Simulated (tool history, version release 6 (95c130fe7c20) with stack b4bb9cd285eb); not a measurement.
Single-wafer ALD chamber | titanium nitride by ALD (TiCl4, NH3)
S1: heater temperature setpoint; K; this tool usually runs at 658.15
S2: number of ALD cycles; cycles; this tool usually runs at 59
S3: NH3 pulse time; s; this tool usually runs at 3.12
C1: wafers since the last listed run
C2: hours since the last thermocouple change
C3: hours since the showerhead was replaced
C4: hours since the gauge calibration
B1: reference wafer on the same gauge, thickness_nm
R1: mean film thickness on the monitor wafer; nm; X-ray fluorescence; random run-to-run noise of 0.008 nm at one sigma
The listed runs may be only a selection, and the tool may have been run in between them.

Run 1, day 0.000: usual settings but S1 661.15 K; C1 0; C2 377.1; C3 3016.8; C4 327.4; B1 1.230. Result: R1 1.363 nm.
Run 2, day 1.250: usual settings but S1 661.15 K; C1 130; C2 407.1; C3 3046.8; C4 357.4; B1 1.229. Result: R1 1.375 nm.
Run 3, day 1.775: usual settings but S1 661.15 K; C1 54; C2 419.7; C3 3059.4; C4 370.0; B1 1.231. Result: R1 1.367 nm.
Run 4, day 3.121: usual settings; C1 140; C2 452.0; C3 3091.7; C4 402.3; B1 1.231. Result: R1 1.365 nm.
Run 5, day 3.846: usual settings; C1 75; C2 469.4; C3 3109.1; C4 419.7; B1 1.230. Result: R1 1.363 nm.
Run 6, day 4.558: usual settings; C1 74; C2 486.5; C3 3126.2; C4 436.8; B1 1.230. Result: R1 1.370 nm.
Run 7, day 5.550: usual settings; C1 103; C2 510.3; C3 3150.0; C4 460.6; B1 1.231. Result: R1 1.359 nm.
Run 8, day 6.625: usual settings; C1 111; C2 536.1; C3 3175.8; C4 486.4; B1 1.230. Result: R1 1.368 nm.
Run 9, day 7.379: usual settings; C1 78; C2 554.2; C3 3193.9; C4 504.5; B1 1.230. Result: R1 1.354 nm.
Run 10, day 8.867: usual settings; C1 154; C2 589.9; C3 3229.6; C4 540.2; B1 1.230. Result: R1 1.361 nm.
Run 11, day 10.158: usual settings but S1 663.15 K; C1 134; C2 620.9; C3 3260.6; C4 571.2; B1 1.231. Result: R1 1.375 nm.
Run 12, day 11.575: usual settings but S2 68 cycles, S3 3.50 s; C1 147; C2 654.9; C3 3294.6; C4 605.2; B1 1.231. Result: R1 1.577 nm.
Run 13, day 12.779: usual settings but S2 68 cycles, S3 3.50 s; C1 125; C2 683.8; C3 3323.5; C4 634.1; B1 1.230. Result: R1 1.566 nm.
Run 14, day 13.517: usual settings but S1 668.15 K, S2 65 cycles; C1 76; C2 701.5; C3 3341.2; C4 651.8; B1 1.230. Result: R1 1.508 nm.
Run 15, day 14.542: usual settings but S1 668.15 K, S2 65 cycles; C1 106; C2 726.1; C3 3365.8; C4 676.4; B1 1.229. Result: R1 1.508 nm.
Run 16, day 18.908: usual settings but S1 668.15 K, S2 65 cycles; C1 454; C2 830.9; C3 3470.6; C4 781.2; B1 1.230. Result: R1 1.495 nm.
Run 17, day 19.612: usual settings; C1 73; C2 847.8; C3 3487.5; C4 798.1; B1 1.231. Result: R1 1.370 nm.
At day 19.762: gauge calibrated.
Run 18, day 20.396: usual settings; C1 81; C2 866.6; C3 3506.3; C4 15.2; B1 1.230. Result: R1 1.362 nm.
Run 19, day 20.950: usual settings; C1 57; C2 879.9; C3 3519.6; C4 28.5; B1 1.229. Result: R1 1.384 nm.
Run 20, day 22.192: usual settings but S1 666.15 K; C1 129; C2 909.7; C3 3549.4; C4 58.3; B1 1.230. Result: R1 1.371 nm.
Run 21, day 23.625: usual settings but S1 666.15 K, S2 67 cycles, S3 3.60 s; C1 149; C2 944.1; C3 3583.8; C4 92.7; B1 1.230. Result: R1 1.563 nm.
Run 22, day 24.488: usual settings but S1 668.15 K, S3 2.78 s; C1 89; C2 964.8; C3 3604.5; C4 113.4; B1 1.229. Result: R1 1.373 nm.
Run 23, day 25.896: usual settings but S1 665.15 K, S2 52 cycles, S3 4.02 s; C1 146; C2 998.6; C3 3638.3; C4 147.2; B1 1.231. Result: R1 1.208 nm.
Run 24, day 27.129: usual settings but S1 661.15 K; C1 128; C2 1028.2; C3 3667.9; C4 176.8; B1 1.230. Result: R1 1.373 nm.
Run 25, day 28.233: usual settings but S1 644.15 K, S2 68 cycles; C1 114; C2 1054.7; C3 3694.4; C4 203.3; B1 1.230. Result: R1 1.581 nm.
Run 26, day 29.350: usual settings but S1 666.15 K, S2 48 cycles, S3 4.10 s; C1 116; C2 1081.5; C3 3721.2; C4 230.1; B1 1.229. Result: R1 1.126 nm.
Run 27, day 30.471: usual settings but S2 51 cycles, S3 2.38 s; C1 116; C2 1108.4; C3 3748.1; C4 257.0; B1 1.230. Result: R1 1.168 nm.
Run 28, day 31.600: usual settings; C1 117; C2 1135.5; C3 3775.2; C4 284.1; B1 1.231. Result: R1 1.349 nm.
Run 29, day 32.521: usual settings but S1 671.15 K, S2 67 cycles, S3 3.94 s; C1 95; C2 1157.6; C3 3797.3; C4 306.2; B1 1.231. Result: R1 1.582 nm.
At day 33.262: thermocouple changed; heater temperature recalibrated.
Run 30, day 33.379: usual settings but S1 649.15 K, S2 69 cycles, S3 2.71 s; C1 54; C2 2.8; C3 3817.9; C4 326.8; B1 1.231. Result: R1 1.581 nm.
At day 34.642: showerhead replaced.
Run 31, day 34.662: usual settings but S1 669.15 K, S2 65 cycles; C1 98; C2 33.6; C3 0.5; C4 357.6; B1 1.229. Result: R1 1.514 nm.
Run 32, day 35.571: usual settings but S1 643.15 K; C1 94; C2 55.4; C3 22.3; C4 379.4; B1 1.230. Result: R1 1.356 nm.
Run 33, day 36.204: usual settings but S1 649.15 K, S2 69 cycles, S3 2.71 s; C1 65; C2 70.6; C3 37.5; C4 394.6; B1 1.228. Result: R1 1.568 nm.
Run 34, day 37.562: usual settings but S1 663.15 K, S3 2.00 s; C1 141; C2 103.2; C3 70.1; C4 427.2; B1 1.231. Result: R1 1.339 nm.
Run 35, day 38.925: usual settings but S2 68 cycles, S3 3.50 s; C1 141; C2 135.9; C3 102.8; C4 459.9; B1 1.230. Result: R1 1.595 nm.
Run 36, day 40.133: usual settings but S1 647.15 K, S3 2.04 s; C1 125; C2 164.9; C3 131.8; C4 488.9; B1 1.230. Result: R1 1.335 nm.
Run 37, day 41.562: usual settings but S3 2.23 s; C1 148; C2 199.2; C3 166.1; C4 523.2; B1 1.230. Result: R1 1.340 nm.
Run 38, day 42.621: usual settings but S1 665.15 K, S2 65 cycles; C1 110; C2 224.6; C3 191.5; C4 548.6; B1 1.230. Result: R1 1.513 nm.
Run 39, day 43.458: usual settings; C1 87; C2 244.7; C3 211.6; C4 568.7; B1 1.230. Result: R1 1.364 nm.
Run 40, day 44.096: usual settings but S1 672.15 K, S2 63 cycles, S3 2.42 s; C1 66; C2 260.0; C3 226.9; C4 584.0; B1 1.228. Result: R1 1.447 nm.

List, for all runs, the conditions of the tool that the log does not record:
wafer temperature above the value expected at the setpoint (K): 0 at every run
gauge reads high (%): 0 at every run

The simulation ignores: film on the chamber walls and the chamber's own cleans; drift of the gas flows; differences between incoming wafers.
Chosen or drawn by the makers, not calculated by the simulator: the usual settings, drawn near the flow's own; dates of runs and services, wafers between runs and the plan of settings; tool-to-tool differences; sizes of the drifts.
